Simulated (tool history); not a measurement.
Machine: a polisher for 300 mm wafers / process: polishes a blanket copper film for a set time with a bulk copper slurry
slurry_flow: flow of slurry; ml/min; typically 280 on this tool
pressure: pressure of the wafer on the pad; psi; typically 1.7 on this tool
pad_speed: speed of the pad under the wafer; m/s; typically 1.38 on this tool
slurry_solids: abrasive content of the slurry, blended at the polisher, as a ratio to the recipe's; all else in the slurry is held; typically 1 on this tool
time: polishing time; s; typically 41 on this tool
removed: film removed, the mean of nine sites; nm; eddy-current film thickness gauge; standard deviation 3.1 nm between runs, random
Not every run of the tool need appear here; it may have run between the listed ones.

| run | hour | slurry_flow | pressure | pad_speed | slurry_solids | time | incoming thickness of the incoming film, nm | removed |
|---|---|---|---|---|---|---|---|---|
| 1 | 0 | 280 | 1.7 | 1.38 | 1 | 41 | 4123.5 | 350.6 |
| 2 | 14.7 | 280 | 1.7 | 1.38 | 1 | 41 | 4130.8 | 359.8 |
| 3 | 28.6 | 280 | 1.7 | 1.38 | 0.95 | 41 | 4184.3 | 353.2 |
| 4 | 34.7 | 280 | 1.7 | 1.38 | 0.95 | 41 | 4135.2 | 350.3 |
|  | 53.8 | slurry nozzle cleaned |
| 5 | 57.7 | 280 | 1.7 | 1.38 | 0.95 | 41 | 4152.3 | 350.2 |
| 6 | 70.4 | 280 | 1.7 | 1.38 | 1 | 41 | 4163.1 | 363.1 |
| 7 | 86.7 | 240 | 1.7 | 1.38 | 1 | 28 | 4147.9 | 242.9 |
|  | 97.9 | worn pad replaced by a new one |
| 8 | 99.2 | 375 | 2.3 | 1.38 | 1 | 41 | 4093.9 | 500.7 |
| 9 | 115.5 | 280 | 1.7 | 1.38 | 1 | 41 | 4106.4 | 360.2 |
| 10 | 123.3 | 280 | 1.7 | 1.72 | 1 | 41 | 4084.4 | 440.7 |
| 11 | 134.2 | 190 | 1.7 | 1.16 | 0.9 | 49 | 4216.8 | 331.4 |
| 12 | 149.1 | 280 | 1.7 | 1.38 | 1 | 41 | 4182.7 | 357.1 |
| 13 | 158.7 | 280 | 1.7 | 1.38 | 1.15 | 45 | 4115.1 | 414.2 |
| 14 | 172.8 | 280 | 1.7 | 1.38 | 1 | 41 | 4132.9 | 354.5 |
| 15 | 186.9 | 220 | 1.7 | 1.38 | 1 | 41 | 4145 | 345.2 |
| 16 | 198.6 | 280 | 1.7 | 1.38 | 0.9 | 47 | 4126.1 | 396.1 |
|  | 212.9 | head pressure recalibrated |
| 17 | 215.6 | 280 | 1.7 | 1.38 | 0.75 | 41 | 4102.7 | 300.1 |
|  | 226.1 | worn pad replaced by a new one |
| 18 | 226.6 | 280 | 1.5 | 1.58 | 1.15 | 54 | 4165.3 | 453.3 |
| 19 | 236.1 | 280 | 1.2 | 1.66 | 1.2 | 45 | 4152 | 318.8 |
| 20 | 247.1 | 190 | 1.7 | 1.76 | 1 | 41 | 4155.9 | 398.6 |
| 21 | 258.9 | 280 | 1.3 | 1.02 | 1 | 34 | 4191 | 153 |
| 22 | 266.1 | 280 | 1.7 | 1.38 | 0.9 | 47 | 4199.9 | 370.8 |
| 23 | 283.5 | 280 | 1.7 | 0.9 | 1 | 35 | 4163.6 | 183.9 |
| 24 | 290.8 | 350 | 1.4 | 1.38 | 1 | 41 | 4110.6 | 280.3 |
| 25 | 307 | 280 | 1.7 | 1.22 | 1 | 41 | 4232.1 | 293.8 |
| 26 | 323.2 | 280 | 2 | 1.38 | 1 | 33 | 4141.7 | 313.8 |
|  | 371.5 | worn pad replaced by a new one |
| 27 | 372 | 280 | 1.9 | 1.6 | 0.7 | 41 | 4167.1 | 399.9 |
| 28 | 375.7 | 280 | 1.2 | 1.38 | 0.85 | 41 | 4103 | 225.9 |
| 29 | 386.5 | 280 | 1.7 | 1.38 | 1 | 41 | 4143.2 | 347.3 |

Consider 5 possible next runs. They are alternatives, not a sequence: every one starts from the tool as it was left by run 29. What does each give?
| A | 386.9 | 280 | 1.7 | 1.38 | 1 | 35 | 4213.7 | ? |
| B | 386.9 | 280 | 1.7 | 1.2 | 1 | 41 | 4213.7 | ? |
| C | 386.9 | 280 | 2.1 | 1.64 | 0.85 | 48 | 4213.7 | ? |
| D | 386.9 | 280 | 1.5 | 1.38 | 1 | 36 | 4213.7 | ? |
| E | 386.9 | 280 | 1.1 | 1.76 | 1 | 41 | 4213.7 | ? |

| run | removed |
|---|---|
| A | 287.5 |
| B | 292.8 |
| C | 553.1 |
| D | 260.9 |
| E | 277.9 |
Without the tool's unlogged condition, the same runs would have read:
| run | removed |
|---|---|
| A | 272.8 |
| B | 277.8 |
| C | 524.9 |
| D | 247.5 |
| E | 263.7 |
